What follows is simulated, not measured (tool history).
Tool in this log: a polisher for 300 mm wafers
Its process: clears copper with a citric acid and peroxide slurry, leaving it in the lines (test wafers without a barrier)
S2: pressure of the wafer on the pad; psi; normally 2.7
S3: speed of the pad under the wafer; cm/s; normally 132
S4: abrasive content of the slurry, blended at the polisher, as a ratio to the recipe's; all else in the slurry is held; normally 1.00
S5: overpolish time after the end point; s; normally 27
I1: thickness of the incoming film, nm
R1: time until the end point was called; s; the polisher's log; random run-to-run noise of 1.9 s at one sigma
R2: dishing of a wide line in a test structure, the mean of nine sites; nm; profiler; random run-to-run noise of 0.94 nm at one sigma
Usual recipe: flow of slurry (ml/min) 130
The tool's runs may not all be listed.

{"run": 1, "hour": 0.0, "flow of slurry (ml/min)": 130, "S2": 2.1, "S3": 132, "S4": 1.0, "S5": 27, "I1": 265.1, "R1": 133.8, "R2": 36.5}
{"run": 2, "hour": 26.2, "flow of slurry (ml/min)": 130, "S2": 2.7, "S3": 132, "S4": 1.0, "S5": 27, "I1": 267.0, "R1": 108.1, "R2": 45.2}
{"run": 3, "hour": 73.8, "flow of slurry (ml/min)": 130, "S2": 2.7, "S3": 132, "S4": 1.0, "S5": 27, "I1": 265.4, "R1": 111.7, "R2": 44.6}
{"run": 4, "hour": 104.2, "flow of slurry (ml/min)": 130, "S2": 2.7, "S3": 166, "S4": 1.05, "S5": 27, "I1": 269.3, "R1": 89.1, "R2": 51.9}
{"run": 5, "hour": 126.5, "flow of slurry (ml/min)": 130, "S2": 2.7, "S3": 132, "S4": 1.0, "S5": 27, "I1": 264.9, "R1": 112.3, "R2": 44.8}
{"run": 6, "hour": 160.0, "flow of slurry (ml/min)": 130, "S2": 2.7, "S3": 132, "S4": 1.0, "S5": 27, "I1": 262.3, "R1": 109.9, "R2": 44.5}
{"run": 7, "hour": 175.4, "flow of slurry (ml/min)": 130, "S2": 2.7, "S3": 110, "S4": 1.0, "S5": 27, "I1": 259.9, "R1": 126.8, "R2": 36.5}
{"run": 8, "hour": 198.2, "flow of slurry (ml/min)": 130, "S2": 2.7, "S3": 110, "S4": 1.0, "S5": 27, "I1": 261.3, "R1": 126.7, "R2": 37.4}
{"run": 9, "hour": 229.9, "flow of slurry (ml/min)": 100, "S2": 2.7, "S3": 132, "S4": 1.0, "S5": 27, "I1": 269.1, "R1": 111.5, "R2": 42.6}
{"run": 10, "hour": 250.7, "flow of slurry (ml/min)": 130, "S2": 2.7, "S3": 132, "S4": 1.0, "S5": 27, "I1": 265.1, "R1": 107.1, "R2": 47.9}
{"run": 11, "hour": 264.2, "flow of slurry (ml/min)": 130, "S2": 2.7, "S3": 132, "S4": 1.0, "S5": 27, "I1": 268.2, "R1": 108.7, "R2": 45.7}
{"run": 12, "hour": 293.0, "flow of slurry (ml/min)": 130, "S2": 2.7, "S3": 132, "S4": 1.0, "S5": 27, "I1": 266.2, "R1": 105.7, "R2": 45.4}
{"run": 13, "hour": 306.5, "flow of slurry (ml/min)": 130, "S2": 2.7, "S3": 132, "S4": 1.0, "S5": 37, "I1": 261.4, "R1": 104.4, "R2": 58.7}
{"run": 14, "hour": 331.7, "flow of slurry (ml/min)": 130, "S2": 2.3, "S3": 132, "S4": 0.9, "S5": 27, "I1": 266.8, "R1": 138.8, "R2": 36.7}
{"run": 15, "hour": 364.9, "flow of slurry (ml/min)": 130, "S2": 2.7, "S3": 132, "S4": 1.0, "S5": 27, "I1": 266.2, "R1": 113.4, "R2": 44.0}
{"run": 16, "hour": 395.8, "flow of slurry (ml/min)": 130, "S2": 3.2, "S3": 132, "S4": 1.0, "S5": 27, "I1": 266.6, "R1": 93.2, "R2": 49.4}
{"run": 17, "hour": 407.9, "flow of slurry (ml/min)": 130, "S2": 2.7, "S3": 132, "S4": 1.0, "S5": 27, "I1": 262.7, "R1": 112.2, "R2": 44.2}
{"run": 18, "hour": 442.5, "flow of slurry (ml/min)": 110, "S2": 1.9, "S3": 132, "S4": 1.0, "S5": 27, "I1": 260.7, "R1": 164.4, "R2": 29.0}
{"run": 19, "hour": 474.0, "flow of slurry (ml/min)": 130, "S2": 2.7, "S3": 132, "S4": 1.0, "S5": 27, "I1": 267.6, "R1": 108.2, "R2": 46.3}
{"run": 20, "hour": 492.4, "flow of slurry (ml/min)": 165, "S2": 2.7, "S3": 132, "S4": 1.0, "S5": 34, "I1": 268.9, "R1": 102.1, "R2": 57.3}
{"run": 21, "hour": 510.2, "flow of slurry (ml/min)": 95, "S2": 2.7, "S3": 106, "S4": 0.85, "S5": 36, "I1": 267.8, "R1": 141.4, "R2": 45.5}
{"run": 22, "hour": 539.0, "flow of slurry (ml/min)": 105, "S2": 2.7, "S3": 132, "S4": 1.0, "S5": 27, "I1": 263.6, "R1": 113.8, "R2": 44.1}
{"run": 23, "hour": 560.5, "flow of slurry (ml/min)": 130, "S2": 3.5, "S3": 168, "S4": 1.0, "S5": 27, "I1": 269.1, "R1": 69.3, "R2": 68.7}
{"run": 24, "hour": 592.9, "flow of slurry (ml/min)": 130, "S2": 2.7, "S3": 132, "S4": 0.75, "S5": 27, "I1": 260.5, "R1": 115.4, "R2": 41.0}

Removed from this log: 12 entries logged between the listed runs. Between which two listed runs does each belong, and how does the tool's hidden state at the listed run before it compare with that at the listed run after it?
After run 2, before run 3: slurry blender recalibrated (hour 60.9)
  slurry flow missing at the pad, %: 9.32 -> 14.7
  measured result minus the result with no hidden state, R1: +2.4 -> +4.1 s; R2: -0.8 -> -1.5 nm
After run 3, before run 4: worn pad replaced by a new one (hour 85.0)
  slurry flow missing at the pad, %: 14.7 -> 18.2
  measured result minus the result with no hidden state, R1: +4.1 -> +4.3 s; R2: -1.5 -> -2.2 nm
After run 7, before run 8: worn pad replaced by a new one (hour 197.7)
  slurry flow missing at the pad, %: 26.2 -> 28.8
  measured result minus the result with no hidden state, R1: +9.6 -> +10.9 s; R2: -2.6 -> -3.2 nm
After run 8, before run 9: head pressure recalibrated (hour 215.1); slurry nozzle cleaned (hour 223.9)
  slurry flow missing at the pad, %: 28.8 -> 4.99
  measured result minus the result with no hidden state, R1: +10.9 -> +1.7 s; R2: -3.2 -> -0.5 nm
After run 10, before run 11: slurry blender recalibrated (hour 257.9)
  slurry flow missing at the pad, %: 7.34 -> 8.87
  measured result minus the result with no hidden state, R1: +1.8 -> +2.3 s; R2: -0.7 -> -0.9 nm
After run 13, before run 14: worn pad replaced by a new one (hour 326.3)
  slurry flow missing at the pad, %: 13.7 -> 16.5
  measured result minus the result with no hidden state, R1: +3.6 -> +6.0 s; R2: -1.7 -> -1.5 nm
After run 17, before run 18: slurry blender recalibrated (hour 428.3)
  slurry flow missing at the pad, %: 25.1 -> 29.1
  measured result minus the result with no hidden state, R1: +8.1 -> +16.8 s; R2: -3.0 -> -3.0 nm
After run 18, before run 19: worn pad replaced by a new one (hour 448.9); slurry nozzle cleaned (hour 456.6)
  slurry flow missing at the pad, %: 29.1 -> 3.86
  measured result minus the result with no hidden state, R1: +16.8 -> +0.9 s; R2: -3.0 -> -0.4 nm
After run 22, before run 23: head pressure recalibrated (hour 557.0)
  slurry flow missing at the pad, %: 11.2 -> 13.7
  measured result minus the result with no hidden state, R1: +3.9 -> +2.4 s; R2: -1.4 -> -2.0 nm
After run 23, before run 24: worn pad replaced by a new one (hour 567.1)
  slurry flow missing at the pad, %: 13.7 -> 17.3
  measured result minus the result with no hidden state, R1: +2.4 -> +5.3 s; R2: -2.0 -> -1.7 nm
